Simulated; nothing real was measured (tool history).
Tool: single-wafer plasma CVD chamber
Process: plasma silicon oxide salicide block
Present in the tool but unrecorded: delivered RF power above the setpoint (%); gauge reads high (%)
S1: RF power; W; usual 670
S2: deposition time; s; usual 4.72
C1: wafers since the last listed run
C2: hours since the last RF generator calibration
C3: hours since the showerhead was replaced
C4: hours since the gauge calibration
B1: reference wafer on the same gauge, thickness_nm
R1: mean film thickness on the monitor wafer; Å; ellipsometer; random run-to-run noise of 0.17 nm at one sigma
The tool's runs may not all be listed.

run    hour   S1    S2    C1      C2      C3      C4      B1      R1
  1     0.0  580  4.72     0   636.7  4584.7  1100.9  57.954  464.02
  2    70.3  580  4.72  2921   707.0  4655.0  1171.2  57.851  466.14
      131.9  -- gauge calibrated
  3   141.4  580  4.72  2955   778.1  4726.1     9.5  57.974  461.51
  4   181.2  670  4.72  1654   817.9  4765.9    49.3  57.988  489.09
  5   224.2  670  4.72  1787   860.9  4808.9    92.3  57.847  488.41
  6   258.8  670  4.72  1438   895.5  4843.5   126.9  58.001  486.01
  7   327.5  670  4.72  2855   964.2  4912.2   195.6  57.989  490.94
  8   377.5  670  5.37  2078  1014.2  4962.2   245.6  57.974  555.99
  9   435.9  670  4.72  2427  1072.6  5020.6   304.0  57.900  487.74
 10   473.9  670  4.72  1579  1110.6  5058.6   342.0  57.967  486.61
 11   530.4  670  4.72  2348  1167.1  5115.1   398.5  57.833  488.50
 12   593.5  670  4.72  2622  1230.2  5178.2   461.6  57.860  486.92
 13   641.3  670  4.72  1986  1278.0  5226.0   509.4  57.895  484.74
 14   668.5  620  4.45  1130  1305.2  5253.2   536.6  57.905  444.27
 15   720.8  620  4.45  2173  1357.5  5305.5   588.9  57.943  442.10
      734.4  -- RF generator calibrated
 16   760.8  645  4.72  1330    26.4  5345.5   628.9  57.837  486.29
 17   917.8  645  4.72  6525   183.4  5502.5   785.9  57.806  483.99
 18   953.8  670  4.72  1496   219.4  5538.5   821.9  57.825  492.98
 19  1007.0  575  4.72  2211   272.6  5591.7   875.1  57.875  459.37
 20  1032.0  585  5.47  1039   297.6  5616.7   900.1  57.894  540.52
 21  1100.7  575  4.72  2855   366.3  5685.4   968.8  57.927  462.12
 22  1128.2  670  4.72  1143   393.8  5712.9   996.3  57.899  491.58
 23  1180.6  540  4.72  2177   446.2  5765.3  1048.7  57.940  449.23
 24  1228.9  670  5.34  2007   494.5  5813.6  1097.0  57.897  556.76
 25  1276.7  730  5.43  1986   542.3  5861.4  1144.8  57.953  584.18
 26  1305.7  670  4.14  1205   571.3  5890.4  1173.8  57.833  431.98
 27  1338.8  590  5.45  1375   604.4  5923.5  1206.9  57.989  538.85
 28  1391.6  670  4.35  2194   657.2  5976.3  1259.7  57.894  449.83
     1418.6  -- gauge calibrated
 29  1424.7  670  5.49  1375   690.3  6009.4     6.1  57.967  569.31
     1446.0  -- showerhead replaced
 30  1473.3  560  4.72  1687   738.9    27.3    54.7  57.971  454.60
 31  1512.1  770  4.47  1612   777.7    66.1    93.5  57.836  483.70
 32  1571.0  580  4.72  2448   836.6   125.0   152.4  57.910  465.21
 33  1602.8  740  4.22  1321   868.4   156.8   184.2  57.936  450.09
 34  1670.9  625  4.72  2830   936.5   224.9   252.3  57.940  475.35
 35  1734.1  735  4.00  2626   999.7   288.1   315.5  57.902  426.06
 36  1804.9  615  4.18  2942  1070.5   358.9   386.3  57.957  415.23
 37  1868.7  670  4.72  2651  1134.3   422.7   450.1  57.905  488.98

Consider 5 possible next runs. They are alternatives, not a sequence: every one starts from the tool as it was left by run 37. What does each give?
  A  1869.1  600  4.72  16  1134.7  423.1  450.5   ?   ?
  B  1869.1  770  3.89  16  1134.7  423.1  450.5   ?   ?
  C  1869.1  770  4.32  16  1134.7  423.1  450.5   ?   ?
  D  1869.1  795  3.79  16  1134.7  423.1  450.5   ?   ?
  E  1869.1  600  4.39  16  1134.7  423.1  450.5   ?   ?

run      B1      R1
  A  57.856  466.37
  B  57.856  422.88
  C  57.856  469.62
  D  57.856  416.89
  E  57.856  433.76
The same runs, with their run-to-run variation unchanged, on a tool lacking any hidden condition would have given:
run      R1
  A  475.18
  B  430.87
  C  478.50
  D  424.77
  E  441.96
